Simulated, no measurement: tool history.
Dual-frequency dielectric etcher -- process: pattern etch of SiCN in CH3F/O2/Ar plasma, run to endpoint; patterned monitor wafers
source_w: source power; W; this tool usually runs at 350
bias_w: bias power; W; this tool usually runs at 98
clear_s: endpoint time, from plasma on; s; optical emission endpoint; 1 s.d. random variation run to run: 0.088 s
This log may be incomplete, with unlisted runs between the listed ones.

run,hour,source_w,bias_w,"incoming incoming film thickness, nm",clear_s
1,0.0,350,98,11.09,29.0
2,46.4,350,98,11.14,29.3
3,105.8,350,98,11.24,29.6
4,151.1,350,98,11.27,29.7
5,178.4,350,98,11.23,29.8
6,211.1,350,98,11.16,29.7
7,249.5,350,98,11.23,29.9
8,316.6,330,98,11.12,30.3
9,364.2,330,98,11.16,30.6
10,414.3,330,98,11.22,30.8
# hour 475.0: wet clean of the chamber
11,475.5,350,98,11.17,29.1
12,535.3,350,98,11.20,29.2
13,580.6,350,98,11.21,29.5

Forecast run 14:
14,620.2,390,114,11.12,?

{"run 14": {"clear_s": 27.9}}
If the tool had no hidden condition, the same run with the same run-to-run variation would have returned clear_s 27.6 s.
